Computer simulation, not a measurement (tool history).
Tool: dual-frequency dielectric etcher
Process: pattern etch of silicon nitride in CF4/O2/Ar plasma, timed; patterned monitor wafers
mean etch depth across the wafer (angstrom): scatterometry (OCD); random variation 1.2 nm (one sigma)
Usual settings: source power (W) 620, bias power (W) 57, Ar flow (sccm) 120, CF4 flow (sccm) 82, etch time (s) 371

| run | hour | source power (W) | bias power (W) | Ar flow (sccm) | CF4 flow (sccm) | etch time (s) | read-back reference wafer on the same gauge, depth_nm | mean etch depth across the wafer (angstrom) |
|---|---|---|---|---|---|---|---|---|
| 1 | 0 | 620 | 57 | 120 | 82 | 371 | 804 | 8299 |
| 2 | 11.8 | 620 | 57 | 120 | 82 | 371 | 804 | 8327 |
| 3 | 18.6 | 620 | 57 | 120 | 82 | 371 | 804.2 | 8329 |
| 4 | 26.5 | 620 | 57 | 120 | 82 | 371 | 804.3 | 8337 |
| 5 | 35.3 | 620 | 57 | 120 | 82 | 371 | 803.3 | 8320 |
|  | 59.8 | upper electrode replaced |
| 6 | 60.3 | 620 | 57 | 120 | 82 | 371 | 803.4 | 8373 |
| 7 | 61.6 | 620 | 57 | 120 | 82 | 371 | 804 | 8328 |
|  | 78.4 | CF4 flow controller replaced |
| 8 | 78.7 | 620 | 57 | 120 | 82 | 371 | 803.8 | 8393 |
| 9 | 86.7 | 670 | 63 | 141 | 82 | 410.5 | 804.1 | 9921 |
| 10 | 98.1 | 620 | 57 | 120 | 82 | 371 | 804.3 | 8376 |
| 11 | 108.5 | 620 | 57 | 139 | 82 | 371 | 804.4 | 8243 |
|  | 114.3 | gauge calibrated |
|  | 132.8 | wet clean of the chamber |
|  | 133.4 | source power generator calibrated |
|  | 134.3 | bias power generator calibrated |
|  | 135.7 | Ar flow controller replaced |
| 12 | 136.2 | 520 | 53 | 143 | 70 | 371 | 803.9 | 6675 |
| 13 | 136.6 | 740 | 65 | 120 | 82 | 371 | 804 | 9672 |
| 14 | 137.1 | 460 | 57 | 133 | 82 | 371 | 804.1 | 6575 |
| 15 | 150.4 | 620 | 62 | 120 | 82 | 371 | 804.3 | 8417 |
| 16 | 159.7 | 620 | 46 | 138 | 75 | 422.5 | 804.5 | 8348 |
| 17 | 172.9 | 620 | 57 | 120 | 82 | 371 | 803.3 | 8181 |

Forecast each of these 4 alternatives for the next run:
| A | 173.4 | 620 | 57 | 120 | 82 | 371 | ? | ? |
| B | 173.4 | 620 | 57 | 120 | 89 | 287 | ? | ? |
| C | 173.4 | 620 | 48 | 120 | 82 | 371 | ? | ? |
| D | 173.4 | 620 | 57 | 104 | 82 | 371 | ? | ? |

| run | read-back reference wafer on the same gauge, depth_nm | mean etch depth across the wafer (angstrom) |
|---|---|---|
| A | 804 | 8204 |
| B | 804 | 6443 |
| C | 804 | 7745 |
| D | 804 | 8347 |
Without the tool's hidden state the same runs would have given:
| run | mean etch depth across the wafer (angstrom) |
|---|---|
| A | 8184 |
| B | 6428 |
| C | 7727 |
| D | 8327 |
